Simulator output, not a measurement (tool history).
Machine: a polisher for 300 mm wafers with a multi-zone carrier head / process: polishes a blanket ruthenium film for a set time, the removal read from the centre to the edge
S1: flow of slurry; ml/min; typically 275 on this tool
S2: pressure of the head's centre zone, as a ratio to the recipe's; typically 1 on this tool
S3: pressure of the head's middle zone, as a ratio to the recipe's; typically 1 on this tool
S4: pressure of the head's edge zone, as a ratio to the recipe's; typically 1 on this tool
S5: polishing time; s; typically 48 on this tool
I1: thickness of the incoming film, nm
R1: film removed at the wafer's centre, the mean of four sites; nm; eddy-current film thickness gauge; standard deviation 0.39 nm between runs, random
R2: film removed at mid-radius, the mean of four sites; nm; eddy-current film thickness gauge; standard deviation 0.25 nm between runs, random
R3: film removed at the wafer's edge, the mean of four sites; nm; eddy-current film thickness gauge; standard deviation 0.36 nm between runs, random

{"run": 1, "hour": 0.0, "S1": 275, "S2": 1, "S3": 1, "S4": 1, "S5": 48, "I1": 600.1, "R1": 34.7, "R2": 37.5, "R3": 36.4}
{"run": 2, "hour": 38.7, "S1": 275, "S2": 1, "S3": 1, "S4": 1, "S5": 48, "I1": 595.9, "R1": 34.8, "R2": 36.9, "R3": 35.7}
{"run": 3, "hour": 80.8, "S1": 275, "S2": 1, "S3": 1, "S4": 1, "S5": 48, "I1": 609.8, "R1": 34, "R2": 36.2, "R3": 34.6}
{"run": 4, "hour": 108.8, "S1": 275, "S2": 1, "S3": 0.9, "S4": 1, "S5": 48, "I1": 602.5, "R1": 33.1, "R2": 32.1, "R3": 34.9}
{"run": 5, "hour": 165.2, "S1": 275, "S2": 1, "S3": 0.9, "S4": 1, "S5": 48, "I1": 600.1, "R1": 32.8, "R2": 31.7, "R3": 33.2}
{"run": 6, "hour": 219.5, "S1": 230, "S2": 1.12, "S3": 1, "S4": 1.12, "S5": 57, "I1": 600.6, "R1": 39.7, "R2": 39.7, "R3": 40}
{"run": 7, "hour": 246.2, "S1": 230, "S2": 1.12, "S3": 1, "S4": 1, "S5": 40, "I1": 598.2, "R1": 28, "R2": 27.1, "R3": 26.8}
{"hour": 252.1, "done": "carrier head's membrane replaced by a new one"}
{"hour": 281.1, "done": "worn pad replaced by a new one"}
{"run": 8, "hour": 308.0, "S1": 220, "S2": 1.07, "S3": 1, "S4": 0.92, "S5": 56, "I1": 598.3, "R1": 42, "R2": 42.1, "R3": 40.8}
{"hour": 353.0, "done": "slurry nozzle cleaned"}
{"run": 9, "hour": 353.5, "S1": 275, "S2": 1.03, "S3": 1, "S4": 1, "S5": 48, "I1": 599.4, "R1": 34.3, "R2": 36.6, "R3": 35.9}
{"run": 10, "hour": 412.9, "S1": 275, "S2": 1.03, "S3": 0.9, "S4": 1, "S5": 48, "I1": 602, "R1": 33, "R2": 32.5, "R3": 34.8}
{"run": 11, "hour": 440.2, "S1": 360, "S2": 1, "S3": 1, "S4": 1, "S5": 60, "I1": 588.5, "R1": 41.6, "R2": 44.6, "R3": 43.2}
{"run": 12, "hour": 478.9, "S1": 275, "S2": 1, "S3": 1.05, "S4": 1, "S5": 48, "I1": 603.8, "R1": 31.9, "R2": 36.1, "R3": 33.5}
{"run": 13, "hour": 513.7, "S1": 275, "S2": 1, "S3": 1, "S4": 1, "S5": 48, "I1": 606.7, "R1": 30.7, "R2": 34.3, "R3": 33.1}
{"hour": 521.9, "done": "worn pad replaced by a new one"}
{"run": 14, "hour": 555.7, "S1": 325, "S2": 1, "S3": 1, "S4": 1.11, "S5": 48, "I1": 593.2, "R1": 34.6, "R2": 37.9, "R3": 38.8}
{"hour": 613.1, "done": "centre zone pressure recalibrated"}
{"run": 15, "hour": 621.4, "S1": 320, "S2": 1, "S3": 1, "S4": 1, "S5": 36, "I1": 603.7, "R1": 27, "R2": 27.7, "R3": 26.8}
{"hour": 639.9, "done": "edge zone pressure recalibrated"}
{"run": 16, "hour": 658.1, "S1": 275, "S2": 1, "S3": 1.09, "S4": 1, "S5": 31, "I1": 604.6, "R1": 22.7, "R2": 24.7, "R3": 22.5}
{"run": 17, "hour": 719.2, "S1": 275, "S2": 1, "S3": 1, "S4": 1, "S5": 60, "I1": 593.5, "R1": 42.4, "R2": 43.5, "R3": 41.7}
{"hour": 756.6, "done": "slurry nozzle cleaned"}
{"run": 18, "hour": 771.3, "S1": 275, "S2": 1, "S3": 1, "S4": 1, "S5": 48, "I1": 595.4, "R1": 33.3, "R2": 33.7, "R3": 33.2}
{"hour": 779.5, "done": "worn pad replaced by a new one"}
{"run": 19, "hour": 795.9, "S1": 275, "S2": 1, "S3": 1, "S4": 1, "S5": 48, "I1": 608.1, "R1": 35.9, "R2": 37.2, "R3": 36.1}
{"run": 20, "hour": 859.2, "S1": 275, "S2": 1, "S3": 1, "S4": 1, "S5": 48, "I1": 591.8, "R1": 34.9, "R2": 36.1, "R3": 34.9}
{"run": 21, "hour": 898.4, "S1": 250, "S2": 0.91, "S3": 1.08, "S4": 0.89, "S5": 48, "I1": 600.6, "R1": 30.8, "R2": 37.4, "R3": 32.7}

Consider 5 possible next runs. They are alternatives, not a sequence: every one starts from the tool as it was left by run 21. What does each give?
{"run": "A", "hour": 898.8, "S1": 275, "S2": 1, "S3": 1, "S4": 1, "S5": 48, "I1": 606, "R1": "?", "R2": "?", "R3": "?"}
{"run": "B", "hour": 898.8, "S1": 350, "S2": 0.97, "S3": 1, "S4": 1, "S5": 48, "I1": 606, "R1": "?", "R2": "?", "R3": "?"}
{"run": "C", "hour": 898.8, "S1": 275, "S2": 1, "S3": 1.09, "S4": 1, "S5": 48, "I1": 606, "R1": "?", "R2": "?", "R3": "?"}
{"run": "D", "hour": 898.8, "S1": 275, "S2": 1.04, "S3": 1, "S4": 1, "S5": 48, "I1": 606, "R1": "?", "R2": "?", "R3": "?"}
{"run": "E", "hour": 898.8, "S1": 330, "S2": 1.1, "S3": 1.04, "S4": 1, "S5": 48, "I1": 606, "R1": "?", "R2": "?", "R3": "?"}

run=A R1=33.7 R2=35.7 R3=34.8
run=B R1=33.8 R2=36.6 R3=35.4
run=C R1=33.8 R2=38.4 R3=34.7
run=D R1=34.8 R2=35.7 R3=34.8
run=E R1=37.2 R2=37.6 R3=35.3
Without the tool's unlogged condition, the same runs would have read:
run=A R1=36.3 R2=38 R3=37
run=B R1=36.4 R2=38.9 R3=37.7
run=C R1=36.3 R2=40.9 R3=37
run=D R1=37.5 R2=38 R3=37
run=E R1=40 R2=40 R3=37.6
